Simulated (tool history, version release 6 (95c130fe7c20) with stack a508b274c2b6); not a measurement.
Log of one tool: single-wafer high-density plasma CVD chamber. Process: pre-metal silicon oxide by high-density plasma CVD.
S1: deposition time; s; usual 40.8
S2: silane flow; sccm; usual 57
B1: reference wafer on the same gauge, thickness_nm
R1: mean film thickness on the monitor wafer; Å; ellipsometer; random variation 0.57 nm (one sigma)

| run | hour | S1 | S2 | B1 | R1 |
|---|---|---|---|---|---|
| 1 | 0.0 | 40.8 | 63 | 212.950 | 2703.87 |
| 2 | 106.9 | 40.8 | 63 | 212.896 | 2712.13 |
| 3 | 181.7 | 40.8 | 63 | 213.117 | 2712.03 |
| 4 | 264.6 | 40.8 | 49 | 213.067 | 2110.21 |
| 5 | 352.8 | 40.8 | 49 | 212.988 | 2104.10 |
| 6 | 395.2 | 40.8 | 57 | 212.936 | 2463.81 |
| 7 | 482.3 | 40.8 | 57 | 213.091 | 2464.50 |
| 8 | 576.0 | 40.8 | 57 | 213.035 | 2464.30 |
| 9 | 664.4 | 40.8 | 54 | 213.025 | 2330.84 |
|  | 722.9 | silane flow controller replaced |
| 10 | 757.8 | 46.2 | 57 | 213.022 | 2698.12 |
| 11 | 845.3 | 40.8 | 52 | 212.914 | 2178.91 |
| 12 | 941.7 | 40.8 | 52 | 213.028 | 2190.57 |
| 13 | 1012.5 | 40.8 | 57 | 212.990 | 2396.28 |
| 14 | 1051.0 | 40.8 | 63 | 212.973 | 2638.00 |
|  | 1247.5 | gauge calibrated |
| 15 | 1318.4 | 46.7 | 68 | 212.934 | 3259.66 |
| 16 | 1415.0 | 48.9 | 64 | 212.856 | 3231.18 |
| 17 | 1514.5 | 40.8 | 46 | 213.029 | 1932.02 |
| 18 | 1605.1 | 33.4 | 52 | 213.027 | 1784.70 |
| 19 | 1657.6 | 40.8 | 67 | 213.001 | 2813.50 |
| 20 | 1716.8 | 36.2 | 57 | 213.086 | 2119.88 |
| 21 | 1765.2 | 40.8 | 57 | 213.156 | 2397.94 |
| 22 | 1804.9 | 45.0 | 46 | 212.955 | 2135.02 |
| 23 | 1878.8 | 33.8 | 47 | 212.951 | 1641.20 |
| 24 | 2174.1 | 37.4 | 57 | 213.108 | 2194.48 |
| 25 | 2261.7 | 40.8 | 68 | 212.993 | 2855.67 |
| 26 | 2368.1 | 48.9 | 64 | 212.854 | 3220.25 |

5 ways to go on from here, each from the tool as it stands after run 26. What would each give?
| A | 2368.5 | 40.8 | 57 | ? | ? |
| B | 2368.5 | 43.4 | 62 | ? | ? |
| C | 2368.5 | 45.0 | 57 | ? | ? |
| D | 2368.5 | 35.8 | 49 | ? | ? |
| E | 2368.5 | 44.9 | 61 | ? | ? |

| run | B1 | R1 |
|---|---|---|
| A | 212.939 | 2405.35 |
| B | 212.939 | 2783.07 |
| C | 212.939 | 2652.96 |
| D | 212.939 | 1814.36 |
| E | 212.939 | 2832.82 |
Without the tool's hidden state the same runs would have given:
| run | R1 |
|---|---|
| A | 2397.55 |
| B | 2774.05 |
| C | 2644.36 |
| D | 1808.48 |
| E | 2823.64 |

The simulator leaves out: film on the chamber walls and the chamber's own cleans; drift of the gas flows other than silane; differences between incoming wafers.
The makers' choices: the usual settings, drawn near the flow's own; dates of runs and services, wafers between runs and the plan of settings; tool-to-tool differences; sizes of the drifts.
